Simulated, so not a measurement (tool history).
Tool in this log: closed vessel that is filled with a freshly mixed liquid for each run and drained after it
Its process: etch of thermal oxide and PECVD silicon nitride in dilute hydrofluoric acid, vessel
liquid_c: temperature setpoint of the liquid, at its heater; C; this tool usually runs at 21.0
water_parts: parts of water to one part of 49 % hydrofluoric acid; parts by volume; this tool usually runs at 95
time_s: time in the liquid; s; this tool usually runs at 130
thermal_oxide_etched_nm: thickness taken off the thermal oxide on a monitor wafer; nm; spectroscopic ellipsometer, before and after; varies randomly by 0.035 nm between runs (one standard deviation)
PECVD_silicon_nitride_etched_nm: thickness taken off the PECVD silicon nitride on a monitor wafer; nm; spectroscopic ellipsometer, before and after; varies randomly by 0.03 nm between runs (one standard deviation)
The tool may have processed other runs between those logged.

run   hour  liquid_c  water_parts  time_s  wafers since the last listed run  hours since the thermometer was replaced  hours since the hydrofluoric acid flow meter was replaced  hours since the gauge calibration  read-back film thickness of the thermal oxide reference wafer, read on the same gauge (nm)  read-back film thickness of the PECVD silicon nitride reference wafer, read on the same gauge (nm)  thermal_oxide_etched_nm  PECVD_silicon_nitride_etched_nm
  1    0.0      21.0           95     130                                 0                                      32.9                                                       46.6                              371.3                                                                                      110.00                                                                                             100.049                     5.70                            2.723
  2    6.9      21.0           95     130                               838                                      39.8                                                       53.5                              378.2                                                                                      110.00                                                                                             100.019                     5.65                            2.765
  3   18.4      25.0           95      95                              1397                                      51.3                                                       65.0                              389.7                                                                                      109.98                                                                                             100.017                     4.84                            2.562
  4   29.1      24.0          110     130                              1300                                      62.0                                                       75.7                              400.4                                                                                      110.00                                                                                             100.026                     5.42                            2.835
  5   37.7      24.0          110     130                              1044                                      70.6                                                       84.3                              409.0                                                                                      109.97                                                                                             100.000                     5.46                            2.808
  6   52.0      21.0           95     130                              1737                                      84.9                                                       98.6                              423.3                                                                                      109.99                                                                                              99.990                     5.72                            2.641
  7   59.8      17.0           65     130                               947                                      92.7                                                      106.4                              431.1                                                                                      110.01                                                                                             100.016                     7.29                            2.985
  8   66.8      21.0           55     130                               850                                      99.7                                                      113.4                              438.1                                                                                      110.00                                                                                              99.957                    10.39                            4.654
  9   74.9      21.0           45     130                               984                                     107.8                                                      121.5                              446.2                                                                                      110.00                                                                                              99.982                    12.71                            5.597
      87.4  -- gauge calibrated
 10   92.3      21.0           95     130                              2114                                     125.2                                                      138.9                                4.9                                                                                      110.00                                                                                              99.985                     5.65                            2.750
 11  107.2      18.0           80      50                              1810                                     140.1                                                      153.8                               19.8                                                                                      110.03                                                                                             100.019                     2.37                            1.005
 12  114.2      21.0          115     130                               850                                     147.1                                                      160.8                               26.8                                                                                      110.01                                                                                              99.981                     4.63                            2.274
 13  121.9      17.0           80     175                               935                                     154.8                                                      168.5                               34.5                                                                                      109.99                                                                                             100.038                     7.88                            3.316
 14  138.0      24.5           95     130                              1956                                     170.9                                                      184.6                               50.6                                                                                      109.99                                                                                             100.029                     6.54                            3.455
 15  150.2      21.0           65     180                              1482                                     183.1                                                      196.8                               62.8                                                                                      110.00                                                                                              99.979                    11.97                            5.431
 16  162.6      21.0           65     130                              1506                                     195.5                                                      209.2                               75.2                                                                                      109.99                                                                                              99.995                     8.65                            3.899
 17  178.5      21.0           95     150                              1931                                     211.4                                                      225.1                               91.1                                                                                      110.00                                                                                              99.988                     6.66                            3.165
 18  191.9      21.0           95     130                              1628                                     224.8                                                      238.5                              104.5                                                                                      109.99                                                                                             100.007                     5.82                            2.719
 19  199.3      21.0           50     185                               899                                     232.2                                                      245.9                              111.9                                                                                      109.96                                                                                             100.043                    16.29                            7.377
 20  211.3      19.5           60     200                              1458                                     244.2                                                      257.9                              123.9                                                                                      109.98                                                                                             100.023                    13.74                            5.886
 21  227.0      17.5           95     130                              1907                                     259.9                                                      273.6                              139.6                                                                                      109.96                                                                                             100.022                     4.96                            2.178
 22  235.1      18.0           50     130                               984                                     268.0                                                      281.7                              147.7                                                                                      109.98                                                                                             100.016                    10.18                            4.140
 23  244.9      21.0           95     105                              1190                                     277.8                                                      291.5                              157.5                                                                                      109.98                                                                                             100.036                     4.67                            2.151
 24  262.1      21.0           95     130                              2089                                     295.0                                                      308.7                              174.7                                                                                      110.02                                                                                             100.006                     5.81                            2.729
 25  269.6      21.0           95     130                               911                                     302.5                                                      316.2                              182.2                                                                                      110.01                                                                                             100.007                     5.74                            2.747
 26  285.6      21.0           95     185                              1944                                     318.5                                                      332.2                              198.2                                                                                      110.03                                                                                             100.040                     8.24                            3.861

Alternative continuations, all from the tool just after run 26; predict every row:
  A  286.3      21.0           95     100                                85                                     319.2                                                      332.9                              198.9                                                                                           ?                                                                                                   ?                        ?                                ?
  B  286.3      18.5          125     185                                85                                     319.2                                                      332.9                              198.9                                                                                           ?                                                                                                   ?                        ?                                ?
  C  286.3      19.0           95     190                                85                                     319.2                                                      332.9                              198.9                                                                                           ?                                                                                                   ?                        ?                                ?
  D  286.3      17.0          125      60                                85                                     319.2                                                      332.9                              198.9                                                                                           ?                                                                                                   ?                        ?                                ?

run  read-back film thickness of the thermal oxide reference wafer, read on the same gauge (nm)  read-back film thickness of the PECVD silicon nitride reference wafer, read on the same gauge (nm)  thermal_oxide_etched_nm  PECVD_silicon_nitride_etched_nm
  A                                                                                      110.00                                                                                              99.996                     4.49                            2.085
  B                                                                                      110.00                                                                                              99.996                     5.52                            2.490
  C                                                                                      110.00                                                                                              99.996                     7.86                            3.456
  D                                                                                      110.00                                                                                              99.996                     1.68                            0.728
Had the tool no hidden state, the same runs would have come out as:
run  thermal_oxide_etched_nm  PECVD_silicon_nitride_etched_nm
  A                     4.34                            2.024
  B                     5.33                            2.417
  C                     7.60                            3.355
  D                     1.63                            0.707

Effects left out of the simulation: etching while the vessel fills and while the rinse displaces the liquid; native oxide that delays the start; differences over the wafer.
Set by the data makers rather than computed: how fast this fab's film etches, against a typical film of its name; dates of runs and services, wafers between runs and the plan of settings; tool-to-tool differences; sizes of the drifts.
